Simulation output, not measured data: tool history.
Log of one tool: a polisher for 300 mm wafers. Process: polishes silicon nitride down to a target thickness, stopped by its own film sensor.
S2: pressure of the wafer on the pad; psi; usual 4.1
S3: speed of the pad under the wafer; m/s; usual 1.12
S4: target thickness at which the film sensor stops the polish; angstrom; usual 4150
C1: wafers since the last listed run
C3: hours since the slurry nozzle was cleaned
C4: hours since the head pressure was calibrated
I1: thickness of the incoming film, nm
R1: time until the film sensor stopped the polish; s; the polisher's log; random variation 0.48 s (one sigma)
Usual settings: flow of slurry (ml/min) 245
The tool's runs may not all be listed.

{"run": 1, "day": 0.0, "flow of slurry (ml/min)": 245, "S2": 4.1, "S3": 0.9, "S4": 4150, "C1": 0, "wafers polished on this pad": 538, "C3": 265.4, "C4": 851.3, "I1": 554.5, "R1": 75.6}
{"run": 2, "day": 0.708, "flow of slurry (ml/min)": 245, "S2": 4.1, "S3": 0.9, "S4": 4150, "C1": 162, "wafers polished on this pad": 701, "C3": 282.4, "C4": 868.3, "I1": 553.1, "R1": 76.2}
{"run": 3, "day": 1.412, "flow of slurry (ml/min)": 245, "S2": 4.1, "S3": 1.12, "S4": 4470, "C1": 161, "wafers polished on this pad": 863, "C3": 299.3, "C4": 885.2, "I1": 550.9, "R1": 49.9}
{"run": 4, "day": 1.729, "flow of slurry (ml/min)": 245, "S2": 4.1, "S3": 1.12, "S4": 4470, "C1": 72, "wafers polished on this pad": 935, "C3": 306.9, "C4": 892.8, "I1": 558.4, "R1": 53.8}
{"run": 5, "day": 2.404, "flow of slurry (ml/min)": 245, "S2": 4.1, "S3": 0.86, "S4": 4150, "C1": 154, "wafers polished on this pad": 1090, "C3": 323.1, "C4": 909, "I1": 557.1, "R1": 80.9}
{"run": 6, "day": 2.871, "flow of slurry (ml/min)": 245, "S2": 4.1, "S3": 1.12, "S4": 4290, "C1": 107, "wafers polished on this pad": 1197, "C3": 334.3, "C4": 920.2, "I1": 549, "R1": 58}
{"run": 7, "day": 3.338, "flow of slurry (ml/min)": 300, "S2": 4.1, "S3": 1.12, "S4": 3950, "C1": 107, "wafers polished on this pad": 1304, "C3": 345.5, "C4": 931.4, "I1": 542.5, "R1": 71.5}
{"run": 8, "day": 3.596, "flow of slurry (ml/min)": 300, "S2": 4.1, "S3": 1.12, "S4": 3950, "C1": 59, "wafers polished on this pad": 1364, "C3": 351.7, "C4": 937.6, "I1": 551.3, "R1": 75.4}
{"day": 3.958, "done": "worn pad replaced by a new one"}
{"run": 9, "day": 4.046, "flow of slurry (ml/min)": 300, "S2": 4.1, "S3": 1.12, "S4": 3950, "C1": 65, "wafers polished on this pad": 20, "C3": 362.5, "C4": 948.4, "I1": 559, "R1": 77.8}
{"day": 4.717, "done": "slurry nozzle cleaned"}
{"run": 10, "day": 4.788, "flow of slurry (ml/min)": 280, "S2": 4.1, "S3": 1.12, "S4": 4150, "C1": 160, "wafers polished on this pad": 180, "C3": 1.7, "C4": 966.2, "I1": 542.8, "R1": 61.5}
{"run": 11, "day": 5.267, "flow of slurry (ml/min)": 280, "S2": 4.1, "S3": 1.12, "S4": 4150, "C1": 109, "wafers polished on this pad": 290, "C3": 13.2, "C4": 977.7, "I1": 550.7, "R1": 65.6}
{"run": 12, "day": 5.583, "flow of slurry (ml/min)": 245, "S2": 4.1, "S3": 1.12, "S4": 4150, "C1": 72, "wafers polished on this pad": 363, "C3": 20.8, "C4": 985.3, "I1": 544.1, "R1": 63.2}
{"run": 13, "day": 6.008, "flow of slurry (ml/min)": 245, "S2": 4.1, "S3": 1.12, "S4": 4150, "C1": 97, "wafers polished on this pad": 460, "C3": 31, "C4": 995.5, "I1": 553.6, "R1": 68.3}
{"run": 14, "day": 6.738, "flow of slurry (ml/min)": 245, "S2": 3.7, "S3": 1.12, "S4": 4150, "C1": 167, "wafers polished on this pad": 628, "C3": 48.5, "C4": 1013, "I1": 546.2, "R1": 71.9}
{"run": 15, "day": 7.292, "flow of slurry (ml/min)": 245, "S2": 3.7, "S3": 1.12, "S4": 4150, "C1": 127, "wafers polished on this pad": 755, "C3": 61.8, "C4": 1026.3, "I1": 562.6, "R1": 79.7}
{"run": 16, "day": 7.917, "flow of slurry (ml/min)": 245, "S2": 3.7, "S3": 1.12, "S4": 4150, "C1": 143, "wafers polished on this pad": 898, "C3": 76.8, "C4": 1041.3, "I1": 541.5, "R1": 69}
{"run": 17, "day": 8.283, "flow of slurry (ml/min)": 245, "S2": 3.7, "S3": 1.12, "S4": 4150, "C1": 84, "wafers polished on this pad": 982, "C3": 85.6, "C4": 1050.1, "I1": 560.3, "R1": 78.9}
{"run": 18, "day": 8.933, "flow of slurry (ml/min)": 275, "S2": 3, "S3": 0.94, "S4": 4150, "C1": 149, "wafers polished on this pad": 1131, "C3": 101.2, "C4": 1065.7, "I1": 550.4, "R1": 100.6}
{"run": 19, "day": 9.546, "flow of slurry (ml/min)": 205, "S2": 4.1, "S3": 1.5, "S4": 4150, "C1": 140, "wafers polished on this pad": 1272, "C3": 115.9, "C4": 1080.4, "I1": 553.6, "R1": 57.6}
{"run": 20, "day": 10.021, "flow of slurry (ml/min)": 245, "S2": 4.1, "S3": 1.12, "S4": 4150, "C1": 108, "wafers polished on this pad": 1381, "C3": 127.3, "C4": 1091.8, "I1": 548.6, "R1": 65.2}
{"run": 21, "day": 10.625, "flow of slurry (ml/min)": 310, "S2": 4.1, "S3": 1.4, "S4": 4150, "C1": 138, "wafers polished on this pad": 1520, "C3": 141.8, "C4": 1106.3, "I1": 559.7, "R1": 60.8}
{"day": 10.875, "done": "worn pad replaced by a new one"}
{"day": 11.121, "done": "head pressure recalibrated"}
{"run": 22, "day": 11.275, "flow of slurry (ml/min)": 245, "S2": 5.2, "S3": 0.88, "S4": 3860, "C1": 91, "wafers polished on this pad": 72, "C3": 157.4, "C4": 3.7, "I1": 552.2, "R1": 64.9}
{"run": 23, "day": 11.825, "flow of slurry (ml/min)": 245, "S2": 3.4, "S3": 1.12, "S4": 3830, "C1": 126, "wafers polished on this pad": 199, "C3": 170.6, "C4": 16.9, "I1": 551.4, "R1": 88.3}
{"run": 24, "day": 12.521, "flow of slurry (ml/min)": 185, "S2": 4.1, "S3": 1.12, "S4": 4150, "C1": 159, "wafers polished on this pad": 358, "C3": 187.3, "C4": 33.6, "I1": 556.5, "R1": 63}
{"run": 25, "day": 12.912, "flow of slurry (ml/min)": 220, "S2": 5.5, "S3": 0.9, "S4": 4580, "C1": 89, "wafers polished on this pad": 448, "C3": 196.7, "C4": 43, "I1": 552.4, "R1": 35.5}
{"run": 26, "day": 13.408, "flow of slurry (ml/min)": 245, "S2": 4.1, "S3": 1.12, "S4": 4150, "C1": 113, "wafers polished on this pad": 562, "C3": 208.6, "C4": 54.9, "I1": 556.4, "R1": 61.3}
{"run": 27, "day": 13.683, "flow of slurry (ml/min)": 245, "S2": 3.4, "S3": 1.44, "S4": 4150, "C1": 63, "wafers polished on this pad": 625, "C3": 215.2, "C4": 61.5, "I1": 550.4, "R1": 61.8}
{"run": 28, "day": 14.104, "flow of slurry (ml/min)": 245, "S2": 4.1, "S3": 1.12, "S4": 4150, "C1": 96, "wafers polished on this pad": 722, "C3": 225.3, "C4": 71.6, "I1": 549.6, "R1": 58.8}
{"run": 29, "day": 14.804, "flow of slurry (ml/min)": 245, "S2": 4.5, "S3": 1.12, "S4": 3880, "C1": 160, "wafers polished on this pad": 882, "C3": 242.1, "C4": 88.4, "I1": 551.2, "R1": 65.8}
{"run": 30, "day": 15.45, "flow of slurry (ml/min)": 275, "S2": 4.1, "S3": 1.12, "S4": 4410, "C1": 148, "wafers polished on this pad": 1030, "C3": 257.6, "C4": 103.9, "I1": 548.6, "R1": 47.1}
{"run": 31, "day": 15.892, "flow of slurry (ml/min)": 245, "S2": 4.1, "S3": 1.12, "S4": 4150, "C1": 101, "wafers polished on this pad": 1132, "C3": 268.2, "C4": 114.5, "I1": 554.6, "R1": 60.8}
{"run": 32, "day": 16.55, "flow of slurry (ml/min)": 210, "S2": 4.9, "S3": 0.86, "S4": 3730, "C1": 151, "wafers polished on this pad": 1283, "C3": 284, "C4": 130.3, "I1": 548.6, "R1": 75.9}
{"day": 16.8, "done": "worn pad replaced by a new one"}
{"run": 33, "day": 16.954, "flow of slurry (ml/min)": 245, "S2": 2.9, "S3": 1.12, "S4": 4530, "C1": 54, "wafers polished on this pad": 34, "C3": 293.7, "C4": 140, "I1": 551.9, "R1": 61.7}
{"day": 17.692, "done": "slurry nozzle cleaned"}
{"run": 34, "day": 17.712, "flow of slurry (ml/min)": 245, "S2": 2.8, "S3": 1.12, "S4": 3790, "C1": 164, "wafers polished on this pad": 199, "C3": 0.5, "C4": 158.2, "I1": 547, "R1": 109.4}
{"run": 35, "day": 18.046, "flow of slurry (ml/min)": 245, "S2": 4.1, "S3": 0.9, "S4": 4150, "C1": 76, "wafers polished on this pad": 275, "C3": 8.5, "C4": 166.2, "I1": 545.8, "R1": 66.3}
{"run": 36, "day": 18.8, "flow of slurry (ml/min)": 225, "S2": 4.5, "S3": 1.12, "S4": 4150, "C1": 173, "wafers polished on this pad": 448, "C3": 26.6, "C4": 184.3, "I1": 560.7, "R1": 58.8}
{"run": 37, "day": 19.2, "flow of slurry (ml/min)": 245, "S2": 4.1, "S3": 1.12, "S4": 4150, "C1": 91, "wafers polished on this pad": 540, "C3": 36.2, "C4": 193.9, "I1": 540.2, "R1": 54.9}
{"run": 38, "day": 19.583, "flow of slurry (ml/min)": 245, "S2": 4.1, "S3": 1.12, "S4": 3850, "C1": 87, "wafers polished on this pad": 628, "C3": 45.4, "C4": 203.1, "I1": 554.2, "R1": 74.9}

How the hidden state differs across the entries between the runs, from the last listed run before each to the first after it:
Between runs 8 and 9: worn pad replaced by a new one (day 3.958)
  deviation of the head's pressure from its setpoint, %: -9.7 -> -9.8
  measured less the result without the state, R1: +7.3 -> +7.7 s
Between runs 9 and 10: slurry nozzle cleaned (day 4.717)
  deviation of the head's pressure from its setpoint, %: -9.8 -> -9.97
  measured less the result without the state, R1: +7.7 -> +6.1 s
Between runs 21 and 22: worn pad replaced by a new one (day 10.875); head pressure recalibrated (day 11.121)
  deviation of the head's pressure from its setpoint, %: -11.3 -> 0.742
  measured less the result without the state, R1: +6.9 -> -0.4 s
Between runs 32 and 33: worn pad replaced by a new one (day 16.8)
  deviation of the head's pressure from its setpoint, %: -0.478 -> -0.572
  measured less the result without the state, R1: +0.4 -> +0.4 s
Between runs 33 and 34: slurry nozzle cleaned (day 17.692)
  deviation of the head's pressure from its setpoint, %: -0.572 -> -0.747
  measured less the result without the state, R1: +0.4 -> +0.8 s
